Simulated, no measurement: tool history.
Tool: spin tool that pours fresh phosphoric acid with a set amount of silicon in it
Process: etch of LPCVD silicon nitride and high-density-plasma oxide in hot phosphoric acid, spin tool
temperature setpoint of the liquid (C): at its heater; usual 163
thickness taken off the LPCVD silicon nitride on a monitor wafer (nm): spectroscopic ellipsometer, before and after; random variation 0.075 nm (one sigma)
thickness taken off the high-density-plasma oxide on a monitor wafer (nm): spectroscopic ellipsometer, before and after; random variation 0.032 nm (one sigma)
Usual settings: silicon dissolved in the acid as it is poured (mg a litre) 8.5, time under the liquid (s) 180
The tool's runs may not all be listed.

| run | hour | temperature setpoint of the liquid (C) | silicon dissolved in the acid as it is poured (mg a litre) | time under the liquid (s) | read-back film thickness of the LPCVD silicon nitride reference wafer, read on the same gauge (nm) | read-back film thickness of the high-density-plasma oxide reference wafer, read on the same gauge (nm) | thickness taken off the LPCVD silicon nitride on a monitor wafer (nm) | thickness taken off the high-density-plasma oxide on a monitor wafer (nm) |
|---|---|---|---|---|---|---|---|---|
| 1 | 0 | 163 | 12.5 | 180 | 100.01 | 109.992 | 19.66 | 0.346 |
| 2 | 26.7 | 163 | 12.5 | 180 | 100.01 | 110.017 | 19.62 | 0.306 |
| 3 | 61.2 | 161.5 | 8.5 | 265 | 100 | 110.008 | 27.52 | 0.503 |
| 4 | 81.8 | 161.5 | 8.5 | 265 | 100.02 | 110.018 | 27.67 | 0.469 |
|  | 84.8 | gauge calibrated |
| 5 | 103.5 | 163 | 8.5 | 180 | 99.97 | 110.035 | 19.73 | 0.403 |
|  | 115.2 | dissolved silicon flow meter replaced |
| 6 | 135.7 | 163 | 8.5 | 180 | 100.01 | 110 | 19.67 | 0.394 |
| 7 | 157.6 | 164.5 | 10.5 | 100 | 100 | 110.003 | 11.57 | 0.256 |
|  | 173.7 | thermometer replaced |
| 8 | 255.8 | 164 | 11.5 | 150 | 100 | 109.989 | 16.11 | 0.266 |
| 9 | 287.6 | 163 | 3 | 115 | 100.01 | 109.992 | 12.03 | 0.221 |
| 10 | 323 | 162 | 8.5 | 70 | 99.98 | 110.007 | 7.06 | 0.115 |
|  | 328.5 | heated supply line repaired |
| 11 | 358.1 | 163 | 8.5 | 180 | 100 | 110.034 | 18.79 | 0.332 |
| 12 | 385.6 | 163 | 8.5 | 140 | 100 | 110.009 | 14.67 | 0.264 |
| 13 | 402.7 | 165.5 | 8.5 | 135 | 99.98 | 109.988 | 15.47 | 0.3 |

The next listed run, before its measurement:
| 14 | 428.4 | 164 | 8.5 | 180 | ? | ? | ? | ? |

{"run 14": {"read-back film thickness of the LPCVD silicon nitride reference wafer, read on the same gauge (nm)": 100.01, "read-back film thickness of the high-density-plasma oxide reference wafer, read on the same gauge (nm)": 110.021, "thickness taken off the LPCVD silicon nitride on a monitor wafer (nm)": 19.54, "thickness taken off the high-density-plasma oxide on a monitor wafer (nm)": 0.366}}
Without the tool's hidden state the same run would have given thickness taken off the LPCVD silicon nitride on a monitor wafer (nm) 19.33, thickness taken off the high-density-plasma oxide on a monitor wafer (nm) 0.357.

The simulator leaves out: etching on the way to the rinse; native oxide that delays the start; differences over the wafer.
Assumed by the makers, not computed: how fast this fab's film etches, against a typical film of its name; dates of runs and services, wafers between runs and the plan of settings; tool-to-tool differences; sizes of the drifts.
